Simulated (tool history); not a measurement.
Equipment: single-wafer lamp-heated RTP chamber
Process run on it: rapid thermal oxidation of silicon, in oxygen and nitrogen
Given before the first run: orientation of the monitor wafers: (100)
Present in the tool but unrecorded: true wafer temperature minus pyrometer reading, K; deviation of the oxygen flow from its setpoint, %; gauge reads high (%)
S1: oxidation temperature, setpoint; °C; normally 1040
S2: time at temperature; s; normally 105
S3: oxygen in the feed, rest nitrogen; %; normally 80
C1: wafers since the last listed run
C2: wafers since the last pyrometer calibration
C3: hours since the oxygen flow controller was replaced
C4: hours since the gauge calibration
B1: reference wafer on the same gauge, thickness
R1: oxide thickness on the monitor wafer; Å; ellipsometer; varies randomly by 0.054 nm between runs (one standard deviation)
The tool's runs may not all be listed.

| run | day | S1 | S2 | S3 | C1 | C2 | C3 | C4 | B1 | R1 |
|---|---|---|---|---|---|---|---|---|---|---|
| 1 | 0 | 1040 | 105 | 80 | 0 | 5512 | 2856.1 | 116 | 8.306 | 103.37 |
| 2 | 1.067 | 1040 | 105 | 80 | 366 | 5879 | 2881.7 | 141.6 | 8.298 | 104.57 |
| 3 | 1.967 | 1021 | 105 | 80 | 309 | 6188 | 2903.3 | 163.2 | 8.304 | 91.9 |
| 4 | 3.221 | 1040 | 143 | 80 | 431 | 6620 | 2933.4 | 193.3 | 8.292 | 121.67 |
| 5 | 4.383 | 1040 | 105 | 80 | 399 | 7019 | 2961.3 | 221.2 | 8.309 | 104.29 |
| 6 | 5.712 | 1040 | 105 | 80 | 456 | 7476 | 2993.2 | 253.1 | 8.294 | 105.98 |
|  | 6.175 | pyrometer window cleaned and pyrometer calibrated |
| 7 | 7.05 | 1040 | 105 | 80 | 345 | 300 | 3025.3 | 285.2 | 8.297 | 101.35 |
| 8 | 7.825 | 1040 | 105 | 80 | 266 | 566 | 3043.9 | 303.8 | 8.296 | 101.97 |
| 9 | 8.804 | 1040 | 105 | 80 | 336 | 903 | 3067.4 | 327.3 | 8.301 | 101.21 |
| 10 | 9.896 | 1040 | 105 | 80 | 375 | 1278 | 3093.6 | 353.5 | 8.296 | 102.32 |
| 11 | 10.975 | 1040 | 105 | 80 | 370 | 1649 | 3119.5 | 379.4 | 8.294 | 101.53 |
| 12 | 12.004 | 1040 | 105 | 80 | 353 | 2003 | 3144.2 | 404.1 | 8.305 | 103.68 |
| 13 | 12.892 | 1040 | 105 | 60 | 305 | 2308 | 3165.5 | 425.4 | 8.302 | 92.45 |
| 14 | 13.575 | 1040 | 105 | 60 | 234 | 2543 | 3181.9 | 441.8 | 8.297 | 92.16 |
| 15 | 15.008 | 1040 | 105 | 60 | 492 | 3035 | 3216.3 | 476.2 | 8.303 | 93.33 |
| 16 | 15.9 | 1040 | 105 | 80 | 306 | 3342 | 3237.7 | 497.6 | 8.291 | 103.85 |
| 17 | 16.929 | 1040 | 105 | 80 | 353 | 3696 | 3262.4 | 522.3 | 8.306 | 102.72 |
| 18 | 17.692 | 1040 | 105 | 80 | 262 | 3958 | 3280.7 | 540.6 | 8.302 | 104.04 |
| 19 | 18.421 | 1040 | 105 | 80 | 250 | 4208 | 3298.2 | 558.1 | 8.301 | 102.55 |
| 20 | 19.9 | 1040 | 105 | 80 | 508 | 4717 | 3333.7 | 593.6 | 8.302 | 104.56 |

Run 21 is up next; what results do you expect?
| 21 | 20.662 | 1040 | 105 | 80 | 262 | 4979 | 3352 | 611.9 | ? | ? |

For run 21 the tool returned B1 8.304, R1 105.18 Å.
On a tool with no hidden condition, and with the same random variation, this run would have come out at R1 102.57 Å.

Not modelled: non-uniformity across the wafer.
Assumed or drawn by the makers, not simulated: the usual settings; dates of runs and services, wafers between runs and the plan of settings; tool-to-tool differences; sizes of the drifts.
